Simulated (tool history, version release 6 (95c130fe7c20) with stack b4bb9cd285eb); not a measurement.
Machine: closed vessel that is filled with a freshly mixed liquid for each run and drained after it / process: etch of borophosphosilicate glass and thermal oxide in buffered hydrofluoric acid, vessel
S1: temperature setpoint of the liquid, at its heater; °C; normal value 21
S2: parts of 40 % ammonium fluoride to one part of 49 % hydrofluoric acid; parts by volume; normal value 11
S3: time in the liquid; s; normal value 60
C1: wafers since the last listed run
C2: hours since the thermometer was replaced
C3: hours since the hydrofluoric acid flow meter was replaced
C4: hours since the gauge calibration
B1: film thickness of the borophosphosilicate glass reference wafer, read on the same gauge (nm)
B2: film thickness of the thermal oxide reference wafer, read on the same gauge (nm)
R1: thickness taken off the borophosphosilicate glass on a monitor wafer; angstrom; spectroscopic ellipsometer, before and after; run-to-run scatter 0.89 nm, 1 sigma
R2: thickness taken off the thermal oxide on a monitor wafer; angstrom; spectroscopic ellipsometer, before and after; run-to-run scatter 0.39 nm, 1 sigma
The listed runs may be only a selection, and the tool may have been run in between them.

| run | hour | S1 | S2 | S3 | C1 | C2 | C3 | C4 | B1 | B2 | R1 | R2 |
|---|---|---|---|---|---|---|---|---|---|---|---|---|
| 1 | 0 | 21 | 11 | 50 | 0 | 302.3 | 1452.3 | 775.9 | 40 | 80.02 | 898.2 | 409.5 |
| 2 | 49 | 21 | 11 | 50 | 3692 | 351.3 | 1501.3 | 824.9 | 40.02 | 80 | 898.4 | 413.3 |
| 3 | 113.1 | 21 | 14 | 45 | 4830 | 415.4 | 1565.4 | 889 | 39.99 | 80 | 640.1 | 295 |
| 4 | 141.6 | 22 | 11 | 60 | 2147 | 443.9 | 1593.9 | 917.5 | 40.01 | 80.01 | 1149.8 | 525.6 |
| 5 | 183.8 | 22 | 11 | 60 | 3179 | 486.1 | 1636.1 | 959.7 | 40.01 | 79.98 | 1145 | 524.6 |
| 6 | 210.3 | 22 | 11 | 60 | 1996 | 512.6 | 1662.6 | 986.2 | 39.98 | 80 | 1150 | 524.7 |
| 7 | 252 | 21 | 8.5 | 60 | 3142 | 554.3 | 1704.3 | 1027.9 | 39.98 | 80 | 1360.9 | 629.7 |
| 8 | 303.3 | 21 | 8.5 | 60 | 3865 | 605.6 | 1755.6 | 1079.2 | 39.99 | 80.01 | 1397.7 | 629.9 |
| 9 | 352.6 | 21 | 11 | 60 | 3714 | 654.9 | 1804.9 | 1128.5 | 40 | 80.01 | 1096.4 | 497.1 |
| 10 | 379.3 | 21 | 9 | 60 | 2011 | 681.6 | 1831.6 | 1155.2 | 39.99 | 80.01 | 1264.6 | 596.6 |
|  | 404.3 | thermometer replaced |
| 11 | 421.4 | 21 | 11 | 60 | 3096 | 17.1 | 1873.7 | 1197.3 | 40.01 | 80.02 | 1057.1 | 480.8 |
| 12 | 446 | 18.5 | 7 | 95 | 1853 | 41.7 | 1898.3 | 1221.9 | 40.01 | 79.98 | 2232.7 | 1031.2 |
| 13 | 472.2 | 24 | 11 | 45 | 1974 | 67.9 | 1924.5 | 1248.1 | 40 | 79.98 | 926.2 | 433.7 |
|  | 492.3 | gauge calibrated |
| 14 | 524.3 | 25 | 11 | 60 | 3925 | 120 | 1976.6 | 32 | 39.98 | 79.99 | 1326.4 | 608 |
|  | 549.6 | hydrofluoric acid flow meter replaced |
| 15 | 552.6 | 21 | 11 | 60 | 2057 | 148.3 | 3 | 60.3 | 39.97 | 80.02 | 1077.1 | 491.2 |
| 16 | 590.6 | 21 | 11 | 60 | 2863 | 186.3 | 41 | 98.3 | 40.02 | 80.01 | 1072.7 | 493.7 |
| 17 | 639.1 | 21 | 13 | 60 | 3654 | 234.8 | 89.5 | 146.8 | 40 | 80.02 | 909 | 421.2 |
| 18 | 706.4 | 24.5 | 8 | 60 | 5071 | 302.1 | 156.8 | 214.1 | 39.99 | 79.99 | 1740.2 | 810.2 |
| 19 | 922.3 | 25 | 9 | 45 | 16268 | 518 | 372.7 | 430 | 39.99 | 80.01 | 1185.9 | 541.7 |
| 20 | 948.2 | 24 | 11 | 45 | 1951 | 543.9 | 398.6 | 455.9 | 40.02 | 80.04 | 967.9 | 439.3 |
| 21 | 990.1 | 17.5 | 7.5 | 85 | 3157 | 585.8 | 440.5 | 497.8 | 39.99 | 80 | 1836 | 838 |
|  | 997.2 | thermometer replaced |
| 22 | 1061.6 | 25 | 11 | 60 | 5312 | 64.4 | 512 | 569.3 | 40.01 | 80 | 1335.9 | 606.1 |
| 23 | 1101.1 | 21 | 11 | 40 | 2976 | 103.9 | 551.5 | 608.8 | 40.01 | 80.02 | 716.5 | 328.4 |
| 24 | 1158.9 | 21 | 8.5 | 40 | 4355 | 161.7 | 609.3 | 666.6 | 40 | 79.98 | 886.8 | 404.6 |
| 25 | 1202.8 | 21 | 11 | 60 | 3307 | 205.6 | 653.2 | 710.5 | 40 | 79.98 | 1066.3 | 489.5 |
| 26 | 1231.9 | 17.5 | 11 | 60 | 2192 | 234.7 | 682.3 | 739.6 | 40 | 80 | 888.7 | 398.7 |

3 ways to go on from here, each from the tool as it stands after run 26. What would each give?
| A | 1232.6 | 21 | 11 | 60 | 52 | 235.4 | 683 | 740.3 | ? | ? | ? | ? |
| B | 1232.6 | 17 | 11 | 60 | 52 | 235.4 | 683 | 740.3 | ? | ? | ? | ? |
| C | 1232.6 | 18 | 15 | 80 | 52 | 235.4 | 683 | 740.3 | ? | ? | ? | ? |

| run | B1 | B2 | R1 | R2 |
|---|---|---|---|---|
| A | 40 | 80.01 | 1052.8 | 495.8 |
| B | 40 | 80.01 | 843.1 | 395.9 |
| C | 40 | 80.01 | 875.5 | 412.3 |
With the hidden condition removed and each run's random variation left untouched, the same runs would have given:
| run | R1 | R2 |
|---|---|---|
| A | 1033.9 | 486.8 |
| B | 827.6 | 388.5 |
| C | 859.4 | 404.6 |

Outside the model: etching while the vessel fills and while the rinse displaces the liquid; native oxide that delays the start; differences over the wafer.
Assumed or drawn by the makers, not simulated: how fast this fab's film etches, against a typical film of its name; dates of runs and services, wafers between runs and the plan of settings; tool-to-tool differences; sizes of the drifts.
